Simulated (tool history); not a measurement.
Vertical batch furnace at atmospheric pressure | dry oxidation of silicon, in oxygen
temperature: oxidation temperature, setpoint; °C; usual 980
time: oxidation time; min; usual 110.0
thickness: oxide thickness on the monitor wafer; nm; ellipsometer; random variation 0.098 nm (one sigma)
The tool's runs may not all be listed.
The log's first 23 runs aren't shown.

run	hour	temperature	time	wafers since the last listed run	hours since the last temperature calibration	hours since the boat lift was adjusted	hours since the gauge calibration	read-back reference wafer on the same gauge, thickness	thickness
24	375.0	1004	110.0	127	138.5	163.6	230.4	73.29	79.58
25	396.9	973	61.5	203	160.4	185.5	252.3	73.30	40.42
26	409.0	999	87.5	112	172.5	197.6	264.4	73.30	64.79
27	449.8	968	127.5	378	213.3	238.4	305.2	73.29	64.37
# hour 455.2: gauge calibrated
28	470.4	998	152.0	191	233.9	259.0	15.2	73.28	94.10
29	490.1	991	133.0	182	253.6	278.7	34.9	73.31	80.26
30	510.9	957	110.0	193	274.4	299.5	55.7	73.29	53.05
31	526.5	965	110.0	144	290.0	315.1	71.3	73.33	56.45
32	544.0	980	110.0	162	307.5	332.6	88.8	73.29	63.72
33	554.9	970	133.5	101	318.4	343.5	99.7	73.30	67.49
34	568.0	980	110.0	121	331.5	356.6	112.8	73.33	63.56
35	579.5	958	110.0	106	343.0	368.1	124.3	73.26	53.46
36	618.6	966	154.5	362	382.1	407.2	163.4	73.31	72.65

4 ways to go on from here, each from the tool as it stands after run 36. What would each give?
A	624.0	980	134.5	50	387.5	412.6	168.8	?	?
B	624.0	963	154.5	50	387.5	412.6	168.8	?	?
C	624.0	997	83.5	50	387.5	412.6	168.8	?	?
D	624.0	1005	65.5	50	387.5	412.6	168.8	?	?

run	read-back reference wafer on the same gauge, thickness	thickness
A	73.34	73.55
B	73.34	71.26
C	73.34	61.97
D	73.34	57.07
Without the tool's hidden state the same runs would have given:
run	thickness
A	72.93
B	70.67
C	61.34
D	56.50

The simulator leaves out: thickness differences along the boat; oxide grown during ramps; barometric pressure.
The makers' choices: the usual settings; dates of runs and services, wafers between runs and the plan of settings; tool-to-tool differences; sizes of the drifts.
